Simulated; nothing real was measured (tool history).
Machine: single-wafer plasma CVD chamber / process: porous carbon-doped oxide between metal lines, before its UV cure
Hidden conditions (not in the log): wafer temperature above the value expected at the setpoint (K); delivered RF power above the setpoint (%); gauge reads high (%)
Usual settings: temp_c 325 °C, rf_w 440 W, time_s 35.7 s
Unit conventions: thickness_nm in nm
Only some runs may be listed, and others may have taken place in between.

| run | hour | temp_c | rf_w | time_s | wafers since the last listed run | hours since the last thermocouple change | hours since the last RF generator calibration | hours since the showerhead was replaced | hours since the gauge calibration | read-back reference wafer on the same gauge, thickness_nm | thickness_nm |
|---|---|---|---|---|---|---|---|---|---|---|---|
| 1 | 0.0 | 325 | 470 | 35.7 | 0 | 2615.1 | 798.6 | 2396.1 | 530.0 | 174.982 | 159.199 |
| 2 | 33.4 | 325 | 470 | 35.7 | 596 | 2648.5 | 832.0 | 2429.5 | 563.4 | 174.976 | 159.537 |
| 3 | 80.6 | 325 | 470 | 35.7 | 842 | 2695.7 | 879.2 | 2476.7 | 610.6 | 175.017 | 158.732 |
| 4 | 107.8 | 325 | 440 | 35.7 | 485 | 2722.9 | 906.4 | 2503.9 | 637.8 | 175.028 | 152.405 |
| 5 | 147.2 | 325 | 420 | 35.7 | 703 | 2762.3 | 945.8 | 2543.3 | 677.2 | 174.952 | 147.877 |
| 6 | 214.9 | 316 | 440 | 35.7 | 1208 | 2830.0 | 1013.5 | 2611.0 | 744.9 | 174.905 | 160.736 |
| 7 | 254.8 | 316 | 440 | 35.7 | 712 | 2869.9 | 1053.4 | 2650.9 | 784.8 | 174.992 | 160.732 |
| 8 | 318.1 | 325 | 505 | 32.0 | 1130 | 2933.2 | 1116.7 | 2714.2 | 848.1 | 175.053 | 149.433 |
|  | 349.6 | RF generator calibrated |
| 9 | 362.4 | 325 | 505 | 32.0 | 648 | 2977.5 | 12.8 | 2758.5 | 892.4 | 175.048 | 148.294 |
|  | 398.7 | gauge calibrated |
|  | 399.2 | showerhead replaced |
| 10 | 405.4 | 325 | 505 | 32.0 | 624 | 3020.5 | 55.8 | 6.2 | 6.7 | 175.021 | 149.048 |
| 11 | 448.0 | 325 | 440 | 35.7 | 760 | 3063.1 | 98.4 | 48.8 | 49.3 | 174.997 | 152.153 |
| 12 | 519.6 | 310 | 440 | 39.8 | 1278 | 3134.7 | 170.0 | 120.4 | 120.9 | 175.033 | 184.410 |
| 13 | 570.8 | 334 | 515 | 42.7 | 914 | 3185.9 | 221.2 | 171.6 | 172.1 | 175.023 | 189.929 |
| 14 | 640.0 | 325 | 500 | 30.1 | 1235 | 3255.1 | 290.4 | 240.8 | 241.3 | 174.994 | 139.151 |
| 15 | 670.3 | 334 | 400 | 31.5 | 540 | 3285.4 | 320.7 | 271.1 | 271.6 | 174.963 | 120.600 |
| 16 | 698.4 | 316 | 440 | 33.5 | 501 | 3313.5 | 348.8 | 299.2 | 299.7 | 175.015 | 150.875 |
|  | 712.0 | thermocouple changed; heater temperature recalibrated |
| 17 | 764.4 | 325 | 440 | 35.7 | 1035 | 52.4 | 414.8 | 365.2 | 365.7 | 175.010 | 156.545 |
| 18 | 800.3 | 319 | 505 | 33.8 | 640 | 88.3 | 450.7 | 401.1 | 401.6 | 174.966 | 166.982 |
| 19 | 842.7 | 325 | 440 | 35.7 | 756 | 130.7 | 493.1 | 443.5 | 444.0 | 175.053 | 156.507 |
| 20 | 888.7 | 329 | 355 | 32.2 | 821 | 176.7 | 539.1 | 489.5 | 490.0 | 175.050 | 120.007 |
| 21 | 1039.2 | 325 | 480 | 35.7 | 2686 | 327.2 | 689.6 | 640.0 | 640.5 | 175.053 | 165.392 |
| 22 | 1103.2 | 325 | 440 | 28.7 | 1142 | 391.2 | 753.6 | 704.0 | 704.5 | 175.031 | 125.798 |
| 23 | 1130.4 | 335 | 380 | 28.9 | 485 | 418.4 | 780.8 | 731.2 | 731.7 | 174.933 | 109.526 |

Hidden state, per run?
delivered RF power above the setpoint (%): 0 on each run
gauge reads high (%): 0 on each run
H1: wafer temperature above the value expected at the setpoint (K)
| run | H1 |
|---|---|
| 1 | 3.91 |
| 2 | 3.96 |
| 3 | 4.03 |
| 4 | 4.07 |
| 5 | 4.13 |
| 6 | 4.23 |
| 7 | 4.3 |
| 8 | 4.39 |
| 9 | 4.46 |
| 10 | 4.52 |
| 11 | 4.59 |
| 12 | 4.69 |
| 13 | 4.77 |
| 14 | 4.88 |
| 15 | 4.92 |
| 16 | 4.96 |
| 17 | -0.366 |
| 18 | -0.312 |
| 19 | -0.248 |
| 20 | -0.178 |
| 21 | 0.0488 |
| 22 | 0.145 |
| 23 | 0.186 |
